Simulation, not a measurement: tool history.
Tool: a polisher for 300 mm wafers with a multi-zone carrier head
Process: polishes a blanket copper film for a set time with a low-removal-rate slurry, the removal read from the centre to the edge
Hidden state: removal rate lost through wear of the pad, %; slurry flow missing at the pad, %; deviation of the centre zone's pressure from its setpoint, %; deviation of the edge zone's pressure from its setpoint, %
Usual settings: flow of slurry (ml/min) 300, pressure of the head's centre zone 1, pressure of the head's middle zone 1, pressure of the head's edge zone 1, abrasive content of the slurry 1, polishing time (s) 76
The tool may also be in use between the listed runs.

run	day	flow of slurry (ml/min)	pressure of the head's centre zone	pressure of the head's middle zone	pressure of the head's edge zone	abrasive content of the slurry	polishing time (s)	wafers since the last listed run	wafers polished on this pad	hours since the slurry nozzle was cleaned	hours since the centre zone pressure was calibrated	hours since the edge zone pressure was calibrated	hours since the carrier head's membrane was replaced	incoming thickness of the incoming film, nm	film removed at the wafer's centre (angstrom)	film removed at mid-radius (angstrom)	film removed at the wafer's edge (angstrom)
1	0	300	1	1	1	1	92	0	179	620.4	1418.6	1053	1382.6	1198	2444	2415	2415
2	0.696	300	1	1	1	1	92	156	335	637.1	1435.3	1069.7	1399.3	1191.6	2436	2373	2392
3	1.133	300	1	1	1	1	92	98	434	647.6	1445.8	1080.2	1409.8	1181.7	2363	2351	2395
4	1.862	300	0.94	1	1	1	76	163	597	665.1	1463.3	1097.7	1427.3	1204.2	1774	1909	1900
# day 2.267: worn pad replaced by a new one
5	2.288	300	0.94	1	1	1	76	58	4	675.3	1473.5	1107.9	1437.5	1208.2	1674	1747	1765
6	2.9	300	1	1	1	1	76	137	141	690	1488.2	1122.6	1452.2	1197.1	1745	1772	1747
# day 3.404: slurry nozzle cleaned
# day 3.738: worn pad replaced by a new one, repeated, since the last time left the tool worse
7	3.758	300	1	1	1	1	76	145	4	8.5	1508.8	1143.2	1472.8	1213.7	2040	1993	2030
# day 4.179: carrier head's membrane replaced by a new one
8	4.304	300	1	1	1	1	76	75	80	21.6	1521.9	1156.3	3	1181.7	2018	2005	1998
# day 4.45: edge zone pressure recalibrated
9	4.854	300	1	1	1	1	76	104	185	34.8	1535.1	9.7	16.2	1202.4	1982	2019	2015
# day 5.25: centre zone pressure recalibrated
10	5.567	245	1.09	1	1	1	76	141	326	51.9	7.6	26.8	33.3	1183.2	2055	1894	1893
11	5.875	370	1.07	1	1	0.9	89	69	395	59.3	15	34.2	40.7	1208.3	2404	2258	2244
12	6.404	300	1.06	1	1.05	1	76	118	514	72	27.7	46.9	53.4	1206.7	1995	1905	1937
# day 6.642: worn pad replaced by a new one
13	6.925	340	0.88	0.95	0.97	1	76	79	63	84.5	40.2	59.4	65.9	1169.4	1810	1961	2031
14	7.388	300	1	1	1	1	76	103	167	95.6	51.3	70.5	77	1182.1	1995	2001	2022
15	7.762	300	0.89	1	0.92	0.7	76	84	251	104.6	60.3	79.5	86	1215.5	1670	1855	1799
16	8.304	300	1	1	1.1	1	76	121	373	117.6	73.3	92.5	99	1200.3	1958	1986	2001

The same runs without the tool's hidden state, with the same run-to-run variation:
run	film removed at the wafer's centre (angstrom)	film removed at mid-radius (angstrom)	film removed at the wafer's edge (angstrom)
1	2459	2430	2430
2	2486	2422	2441
3	2445	2432	2478
4	1893	2037	2027
5	1936	2020	2041
6	2026	2057	2028
7	2058	2011	2048
8	2041	2028	2022
9	2022	2060	2055
10	2137	1969	1968
11	2527	2374	2359
12	2148	2051	2086
13	1828	1980	2051
14	2023	2029	2051
15	1704	1894	1836
16	2026	2055	2070
